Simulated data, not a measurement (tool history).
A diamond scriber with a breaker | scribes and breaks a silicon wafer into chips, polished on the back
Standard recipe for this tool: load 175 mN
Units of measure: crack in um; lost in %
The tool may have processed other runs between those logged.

run,hour,load,"incoming depth of the damage left on the back of the incoming wafer, um",crack,lost
1,0.0,188,0.03,8.25,1.53
2,28.3,188,0.05,8.39,1.75
3,63.9,188,0.01,8.01,1.79
4,76.4,208,0.04,8.35,0.99
5,111.1,208,0.04,8.37,1.16
6,132.3,208,0.04,8.36,1.36
7,167.7,175,0.05,7.83,2.77
8,200.4,175,0.04,7.69,3.26
9,224.0,175,0.04,7.48,3.01
10,256.2,175,0.04,7.41,3.10
11,272.1,190,0.05,7.59,2.46
12,297.2,129,0.03,8.06,2.03
13,328.6,224,0.02,9.70,1.50
14,392.0,190,0.03,9.07,0.66
15,421.2,192,0.02,8.91,0.65
16,447.1,128,0.01,7.79,2.36
17,459.8,190,0.01,9.12,0.65
18,476.0,194,0.02,9.01,0.59
19,502.6,191,0.03,9.18,0.62
20,524.3,142,0.02,8.24,1.72
21,539.4,135,0.05,7.94,2.29
22,575.2,175,0.04,8.79,0.89

The log once held 2 entries between its listed runs, left out of this copy. Where does each go, and what is different about the tool's unlogged condition between the listed run before it and the listed run after it?
After run 11, before run 12: diamond tip replaced by a new one (hour 277.9)
  share of the diamond tip's cutting effectiveness lost through wear, %: 23.2 -> 0.459
  measured value less the no-hidden-state value, crack: -1.46 -> -0.02 um; lost: +1.78 -> +0.07 %
After run 14, before run 15: load on the tip recalibrated (hour 412.8)
  share of the diamond tip's cutting effectiveness lost through wear, %: 2.55 -> 3.19
  measured value less the no-hidden-state value, crack: -0.16 -> -0.20 um; lost: -0.08 -> -0.11 %
